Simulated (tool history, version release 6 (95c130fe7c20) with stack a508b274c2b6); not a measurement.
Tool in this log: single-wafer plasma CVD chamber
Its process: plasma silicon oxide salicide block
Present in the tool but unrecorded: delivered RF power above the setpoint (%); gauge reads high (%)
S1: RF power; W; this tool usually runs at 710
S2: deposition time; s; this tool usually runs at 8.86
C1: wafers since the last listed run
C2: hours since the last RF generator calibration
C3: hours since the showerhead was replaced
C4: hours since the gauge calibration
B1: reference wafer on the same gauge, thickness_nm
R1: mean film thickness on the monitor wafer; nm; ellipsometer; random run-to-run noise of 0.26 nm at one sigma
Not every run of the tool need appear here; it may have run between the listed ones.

Run 1, hour 0: usual settings but S1 630 W; C1 0; C2 463.7; C3 7448; C4 306.3; B1 106.375. Result: R1 87.593 nm.
Run 2, hour 9.5: usual settings but S2 8.32 s; C1 148; C2 473.2; C3 7457.5; C4 315.8; B1 106.49. Result: R1 85.771 nm.
Run 3, hour 17.1: usual settings but S2 8.32 s; C1 118; C2 480.8; C3 7465.1; C4 323.4; B1 106.325. Result: R1 85.827 nm.
Run 4, hour 31: usual settings; C1 216; C2 494.7; C3 7479; C4 337.3; B1 106.405. Result: R1 91.483 nm.
Run 5, hour 48.1: usual settings; C1 266; C2 511.8; C3 7496.1; C4 354.4; B1 106.341. Result: R1 91.658 nm.
Run 6, hour 57.6: usual settings but S1 600 W; C1 148; C2 521.3; C3 7505.6; C4 363.9; B1 106.462. Result: R1 85.441 nm.
Run 7, hour 71.4: usual settings but S1 600 W; C1 215; C2 535.1; C3 7519.4; C4 377.7; B1 106.355. Result: R1 85.793 nm.
Run 8, hour 80.5: usual settings but S1 600 W; C1 141; C2 544.2; C3 7528.5; C4 386.8; B1 106.366. Result: R1 85.803 nm.
Run 9, hour 90.4: usual settings but S1 750 W, S2 7.9 s; C1 154; C2 554.1; C3 7538.4; C4 396.7; B1 106.422. Result: R1 82.964 nm.
Run 10, hour 102.6: usual settings but S1 625 W, S2 7.94 s; C1 190; C2 566.3; C3 7550.6; C4 408.9; B1 106.427. Result: R1 78.414 nm.
Run 11, hour 117.4: usual settings but S1 625 W, S2 7.94 s; C1 230; C2 581.1; C3 7565.4; C4 423.7; B1 106.441. Result: R1 78.006 nm.
Run 12, hour 126.6: usual settings but S1 625 W, S2 7.94 s; C1 143; C2 590.3; C3 7574.6; C4 432.9; B1 106.326. Result: R1 78.432 nm.
Run 13, hour 136.5: usual settings; C1 154; C2 600.2; C3 7584.5; C4 442.8; B1 106.499. Result: R1 91.214 nm.
Run 14, hour 147.8: usual settings but S2 9.8 s; C1 176; C2 611.5; C3 7595.8; C4 454.1; B1 106.387. Result: R1 100.894 nm.
Run 15, hour 165.1: usual settings but S1 825 W; C1 269; C2 628.8; C3 7613.1; C4 471.4; B1 106.313. Result: R1 96.286 nm.
Run 16, hour 172.8: usual settings but S1 825 W; C1 119; C2 636.5; C3 7620.8; C4 479.1; B1 106.382. Result: R1 96.231 nm.
Run 17, hour 189.5: usual settings but S1 825 W; C1 260; C2 653.2; C3 7637.5; C4 495.8; B1 106.428. Result: R1 96.016 nm.
At hour 210.5: showerhead replaced.
Run 18, hour 211: usual settings but S1 840 W, S2 7.44 s; C1 210; C2 674.7; C3 0.5; C4 517.3; B1 106.369. Result: R1 81.331 nm.
Run 19, hour 214: usual settings but S1 750 W, S2 7.9 s; C1 46; C2 677.7; C3 3.5; C4 520.3; B1 106.523. Result: R1 83.189 nm.
Run 20, hour 259: usual settings but S1 585 W, S2 7.85 s; C1 701; C2 722.7; C3 48.5; C4 565.3; B1 106.343. Result: R1 75.313 nm.
Run 21, hour 272.4: usual settings but S1 660 W, S2 9.73 s; C1 208; C2 736.1; C3 61.9; C4 578.7; B1 106.374. Result: R1 97.432 nm.
Run 22, hour 290.3: usual settings but S1 655 W, S2 10.29 s; C1 278; C2 754; C3 79.8; C4 596.6; B1 106.365. Result: R1 103.278 nm.
Run 23, hour 301.3: usual settings but S1 640 W, S2 8.07 s; C1 171; C2 765; C3 90.8; C4 607.6; B1 106.429. Result: R1 79.818 nm.
Run 24, hour 309.3: usual settings but S2 7.11 s; C1 124; C2 773; C3 98.8; C4 615.6; B1 106.302. Result: R1 73.021 nm.
At hour 325.9: RF generator calibrated.
Run 25, hour 326.4: usual settings but S1 605 W, S2 8.32 s; C1 141; C2 0.5; C3 115.9; C4 632.7; B1 106.352. Result: R1 83.271 nm.
Run 26, hour 335: usual settings but S1 815 W; C1 134; C2 9.1; C3 124.5; C4 641.3; B1 106.444. Result: R1 98.62 nm.
At hour 361.8: gauge calibrated.
Run 27, hour 382: usual settings; C1 732; C2 56.1; C3 171.5; C4 20.2; B1 106.434. Result: R1 93.501 nm.
Run 28, hour 394.2: usual settings but S2 8.33 s; C1 190; C2 68.3; C3 183.7; C4 32.4; B1 106.399. Result: R1 87.502 nm.
Run 29, hour 410.1: usual settings but S1 840 W; C1 247; C2 84.2; C3 199.6; C4 48.3; B1 106.442. Result: R1 99.231 nm.
Run 30, hour 422.1: usual settings but S1 570 W, S2 7.4 s; C1 186; C2 96.2; C3 211.6; C4 60.3; B1 106.322. Result: R1 71.304 nm.
Run 31, hour 463.9: usual settings but S1 800 W; C1 651; C2 138; C3 253.4; C4 102.1; B1 106.47. Result: R1 96.733 nm.
Run 32, hour 478.9: usual settings but S1 630 W; C1 233; C2 153; C3 268.4; C4 117.1; B1 106.374. Result: R1 88.487 nm.
Run 33, hour 491.6: usual settings; C1 197; C2 165.7; C3 281.1; C4 129.8; B1 106.355. Result: R1 92.629 nm.
Run 34, hour 504: usual settings but S1 600 W, S2 8.2 s; C1 193; C2 178.1; C3 293.5; C4 142.2; B1 106.404. Result: R1 80.294 nm.
Run 35, hour 516.1: usual settings but S1 765 W, S2 9.85 s; C1 188; C2 190.2; C3 305.6; C4 154.3; B1 106.523. Result: R1 105.663 nm.

State the hidden condition of the tool at each of the runs:
gauge reads high (%): 0 at every run
H1: delivered RF power above the setpoint (%)
run      H1
  1   -6.74
  2    -6.8
  3   -6.84
  4   -6.91
  5      -7
  6   -7.05
  7   -7.11
  8   -7.15
  9    -7.2
 10   -7.25
 11   -7.31
 12   -7.34
 13   -7.38
 14   -7.42
 15   -7.48
 16    -7.5
 17   -7.55
 18   -7.62
 19   -7.62
 20   -7.74
 21   -7.77
 22   -7.81
 23   -7.83
 24   -7.85
 25  -0.311
 26  -0.558
 27   -1.79
 28   -2.07
 29   -2.43
 30   -2.69
 31    -3.5
 32   -3.77
 33   -3.98
 34   -4.18
 35   -4.37
